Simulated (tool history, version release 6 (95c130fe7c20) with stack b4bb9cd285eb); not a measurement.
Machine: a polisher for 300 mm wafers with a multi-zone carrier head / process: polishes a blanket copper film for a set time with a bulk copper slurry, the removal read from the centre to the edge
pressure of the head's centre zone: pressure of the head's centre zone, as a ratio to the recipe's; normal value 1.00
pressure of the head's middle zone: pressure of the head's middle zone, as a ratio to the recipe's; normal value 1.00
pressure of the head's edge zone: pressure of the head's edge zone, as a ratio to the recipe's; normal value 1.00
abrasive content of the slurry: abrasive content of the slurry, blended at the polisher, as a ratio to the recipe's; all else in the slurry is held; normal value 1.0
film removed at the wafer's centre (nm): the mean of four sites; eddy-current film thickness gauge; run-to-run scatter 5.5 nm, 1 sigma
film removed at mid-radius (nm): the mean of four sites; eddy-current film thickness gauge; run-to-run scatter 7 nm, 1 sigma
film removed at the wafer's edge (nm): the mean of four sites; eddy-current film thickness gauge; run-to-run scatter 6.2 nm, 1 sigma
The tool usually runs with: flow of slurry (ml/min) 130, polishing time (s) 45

run,day,flow of slurry (ml/min),pressure of the head's centre zone,pressure of the head's middle zone,pressure of the head's edge zone,abrasive content of the slurry,polishing time (s),"incoming thickness of the incoming film, nm",film removed at the wafer's centre (nm),film removed at mid-radius (nm),film removed at the wafer's edge (nm)
1,0.000,130,1.00,1.00,1.09,1.0,45,2150.5,538.2,551.2,581.8
2,3.112,130,0.94,1.00,1.00,1.0,45,2204.1,511.3,551.3,572.2
# day 6.246: slurry nozzle cleaned
3,7.442,130,1.00,1.00,1.00,1.0,45,2190.0,530.2,548.1,568.7
4,10.296,130,1.00,1.00,0.90,1.0,30,2139.7,356.9,361.6,359.0
5,13.146,130,1.00,1.00,1.00,1.0,45,2138.9,527.3,542.5,568.7
6,17.279,130,1.00,1.00,1.00,1.0,33,2179.1,387.0,397.4,418.3
# day 18.100: carrier head's membrane replaced by a new one
7,19.175,95,1.08,1.00,1.00,1.0,45,2156.9,518.5,492.1,535.5
# day 20.433: worn pad replaced by a new one
8,20.783,130,0.92,1.00,0.91,1.0,36,2186.1,389.3,430.7,426.7
9,24.729,130,0.96,1.00,0.92,1.0,45,2152.6,506.4,554.6,555.1
10,28.425,130,1.00,1.00,1.12,1.1,45,2166.5,524.9,549.0,594.7
# day 29.304: edge zone pressure recalibrated
11,32.708,145,1.00,1.00,0.90,1.0,45,2159.4,540.3,571.8,545.8
# day 33.121: slurry nozzle cleaned
# day 35.267: centre zone pressure recalibrated
12,37.008,130,1.00,1.00,1.00,1.0,31,2199.2,377.2,378.4,385.3
13,39.504,160,1.00,1.05,1.00,1.0,45,2172.5,570.5,595.3,574.2
14,41.850,130,0.88,1.00,1.00,1.0,36,2128.0,385.7,437.2,458.6
# day 47.704: worn pad replaced by a new one
15,52.596,130,1.00,1.00,1.00,1.0,45,2159.8,538.2,555.8,562.0
16,54.483,130,0.90,1.00,0.93,1.0,55,2180.7,597.7,676.4,660.8
17,56.962,90,1.00,1.00,1.00,1.1,51,2160.6,544.4,577.8,600.3
18,59.921,150,0.93,1.07,1.00,1.0,45,2174.0,512.7,582.2,567.5
# day 60.425: edge zone pressure recalibrated
# day 60.992: slurry nozzle cleaned
19,64.158,130,1.00,1.00,1.00,1.0,45,2174.9,528.9,541.3,566.1

What will run 20 give?
# day 67.762: carrier head's membrane replaced by a new one
20,68.538,130,0.94,1.00,1.00,1.0,45,2168.0,?,?,?

{"run 20": {"film removed at the wafer's centre (nm)": 503.1, "film removed at mid-radius (nm)": 544.6, "film removed at the wafer's edge (nm)": 568.3}}
With no hidden state in the tool, this same run would have given film removed at the wafer's centre (nm) 511.9, film removed at mid-radius (nm) 544.5, film removed at the wafer's edge (nm) 568.3.

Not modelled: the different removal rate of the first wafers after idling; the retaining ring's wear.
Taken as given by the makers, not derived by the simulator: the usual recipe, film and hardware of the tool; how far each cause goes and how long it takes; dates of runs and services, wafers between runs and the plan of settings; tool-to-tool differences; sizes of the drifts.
